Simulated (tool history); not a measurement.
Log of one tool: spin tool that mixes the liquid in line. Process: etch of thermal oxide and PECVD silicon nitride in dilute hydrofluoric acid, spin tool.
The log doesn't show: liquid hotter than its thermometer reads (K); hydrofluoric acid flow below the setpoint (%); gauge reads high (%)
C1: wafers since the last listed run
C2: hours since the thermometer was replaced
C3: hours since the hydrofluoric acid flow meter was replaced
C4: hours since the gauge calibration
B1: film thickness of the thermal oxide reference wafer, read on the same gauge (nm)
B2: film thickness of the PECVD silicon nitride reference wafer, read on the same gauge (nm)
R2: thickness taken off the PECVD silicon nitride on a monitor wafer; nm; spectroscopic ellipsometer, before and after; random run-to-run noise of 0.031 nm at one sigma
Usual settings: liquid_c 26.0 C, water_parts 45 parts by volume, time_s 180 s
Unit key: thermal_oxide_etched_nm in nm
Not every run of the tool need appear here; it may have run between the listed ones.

run 1 hour=0.0 | liquid_c=26.0 water_parts=40 time_s=180 | C1=0 C2=1165.2 C3=1943.5 C4=634.4 | B1=99.99 B2=129.98 | thermal_oxide_etched_nm=26.27 R2=11.67
run 2 hour=28.5 | liquid_c=26.0 water_parts=40 time_s=180 | C1=266 C2=1193.7 C3=1972.0 C4=662.9 | B1=100.03 B2=129.98 | thermal_oxide_etched_nm=26.45 R2=11.64
run 3 hour=42.0 | liquid_c=26.0 water_parts=45 time_s=180 | C1=126 C2=1207.2 C3=1985.5 C4=676.4 | B1=99.97 B2=129.99 | thermal_oxide_etched_nm=23.53 R2=10.46
run 4 hour=73.5 | liquid_c=26.0 water_parts=45 time_s=180 | C1=294 C2=1238.7 C3=2017.0 C4=707.9 | B1=100.06 B2=129.99 | thermal_oxide_etched_nm=23.49 R2=10.42
run 5 hour=105.5 | liquid_c=29.0 water_parts=45 time_s=180 | C1=298 C2=1270.7 C3=2049.0 C4=739.9 | B1=100.02 B2=130.03 | thermal_oxide_etched_nm=26.31 R2=12.76
-- hour=109.2 thermometer replaced
run 6 hour=140.8 | liquid_c=29.0 water_parts=45 time_s=180 | C1=320 C2=31.6 C3=2084.3 C4=775.2 | B1=99.99 B2=130.01 | thermal_oxide_etched_nm=25.32 R2=11.82
run 7 hour=223.4 | liquid_c=26.0 water_parts=35 time_s=180 | C1=771 C2=114.2 C3=2166.9 C4=857.8 | B1=99.98 B2=129.95 | thermal_oxide_etched_nm=29.38 R2=12.47
run 8 hour=246.9 | liquid_c=26.0 water_parts=35 time_s=180 | C1=219 C2=137.7 C3=2190.4 C4=881.3 | B1=100.01 B2=130.01 | thermal_oxide_etched_nm=29.17 R2=12.52
-- hour=279.0 hydrofluoric acid flow meter replaced
run 9 hour=281.1 | liquid_c=27.0 water_parts=45 time_s=180 | C1=310 C2=171.9 C3=2.1 C4=915.5 | B1=100.03 B2=129.99 | thermal_oxide_etched_nm=23.45 R2=10.49
-- hour=293.7 gauge calibrated
run 10 hour=305.4 | liquid_c=26.0 water_parts=45 time_s=205 | C1=226 C2=196.2 C3=26.4 C4=11.7 | B1=100.00 B2=129.95 | thermal_oxide_etched_nm=25.74 R2=11.20
run 11 hour=332.7 | liquid_c=29.5 water_parts=55 time_s=95 | C1=254 C2=223.5 C3=53.7 C4=39.0 | B1=99.99 B2=130.00 | thermal_oxide_etched_nm=11.03 R2=5.36
run 12 hour=360.8 | liquid_c=26.0 water_parts=45 time_s=180 | C1=262 C2=251.6 C3=81.8 C4=67.1 | B1=99.98 B2=129.98 | thermal_oxide_etched_nm=22.62 R2=9.90
run 13 hour=394.5 | liquid_c=26.0 water_parts=45 time_s=180 | C1=314 C2=285.3 C3=115.5 C4=100.8 | B1=100.00 B2=130.02 | thermal_oxide_etched_nm=22.70 R2=9.90
run 14 hour=421.2 | liquid_c=26.0 water_parts=45 time_s=110 | C1=249 C2=312.0 C3=142.2 C4=127.5 | B1=100.00 B2=129.98 | thermal_oxide_etched_nm=13.92 R2=6.05
run 15 hour=454.9 | liquid_c=23.5 water_parts=45 time_s=180 | C1=314 C2=345.7 C3=175.9 C4=161.2 | B1=100.00 B2=129.98 | thermal_oxide_etched_nm=20.37 R2=8.42
run 16 hour=482.3 | liquid_c=26.0 water_parts=25 time_s=180 | C1=255 C2=373.1 C3=203.3 C4=188.6 | B1=99.98 B2=130.02 | thermal_oxide_etched_nm=42.34 R2=17.57
run 17 hour=509.5 | liquid_c=26.0 water_parts=35 time_s=180 | C1=254 C2=400.3 C3=230.5 C4=215.8 | B1=100.02 B2=129.99 | thermal_oxide_etched_nm=29.74 R2=12.72
run 18 hour=537.8 | liquid_c=21.0 water_parts=35 time_s=75 | C1=264 C2=428.6 C3=258.8 C4=244.1 | B1=100.03 B2=130.02 | thermal_oxide_etched_nm=9.97 R2=3.77
run 19 hour=551.9 | liquid_c=26.0 water_parts=45 time_s=180 | C1=131 C2=442.7 C3=272.9 C4=258.2 | B1=100.02 B2=130.01 | thermal_oxide_etched_nm=22.72 R2=9.97
run 20 hour=577.3 | liquid_c=24.5 water_parts=35 time_s=115 | C1=237 C2=468.1 C3=298.3 C4=283.6 | B1=100.00 B2=130.01 | thermal_oxide_etched_nm=17.87 R2=7.40
run 21 hour=612.4 | liquid_c=26.0 water_parts=45 time_s=80 | C1=327 C2=503.2 C3=333.4 C4=318.7 | B1=99.97 B2=129.99 | thermal_oxide_etched_nm=10.22 R2=4.45
run 22 hour=632.0 | liquid_c=26.0 water_parts=40 time_s=210 | C1=183 C2=522.8 C3=353.0 C4=338.3 | B1=99.99 B2=130.00 | thermal_oxide_etched_nm=30.33 R2=13.13
run 23 hour=667.6 | liquid_c=26.0 water_parts=45 time_s=180 | C1=332 C2=558.4 C3=388.6 C4=373.9 | B1=100.00 B2=129.98 | thermal_oxide_etched_nm=22.87 R2=10.06
run 24 hour=690.9 | liquid_c=26.0 water_parts=45 time_s=180 | C1=217 C2=581.7 C3=411.9 C4=397.2 | B1=99.97 B2=130.02 | thermal_oxide_etched_nm=22.80 R2=10.06
run 25 hour=718.4 | liquid_c=28.0 water_parts=55 time_s=140 | C1=256 C2=609.2 C3=439.4 C4=424.7 | B1=100.01 B2=130.01 | thermal_oxide_etched_nm=15.57 R2=7.33
run 26 hour=743.1 | liquid_c=27.5 water_parts=35 time_s=245 | C1=230 C2=633.9 C3=464.1 C4=449.4 | B1=100.01 B2=129.96 | thermal_oxide_etched_nm=43.27 R2=19.36
run 27 hour=777.0 | liquid_c=26.0 water_parts=45 time_s=180 | C1=316 C2=667.8 C3=498.0 C4=483.3 | B1=100.00 B2=129.98 | thermal_oxide_etched_nm=23.11 R2=10.18

How would selected steps in thermal_oxide_etched_nm from run to run divide? Give the signed amount a tool lacking its hidden state would still show from settings, what came in and random variation, and the signed amount left for the hidden state, including any gauge scatter that is not in both of the compared results.
Run 5 -> 6: thermometer replaced. thermal_oxide_etched_nm -0.99 nm: hidden state -1.09, all else +0.10.
Run 15 -> 16: liquid_c 23.5 -> 26.0, water_parts 45 -> 25. thermal_oxide_etched_nm +21.97 nm: hidden state +0.52, all else +21.45.
Run 25 -> 26: liquid_c 28.0 -> 27.5, water_parts 55 -> 35, time_s 140 -> 245. thermal_oxide_etched_nm +27.70 nm: hidden state +0.92, all else +26.78.
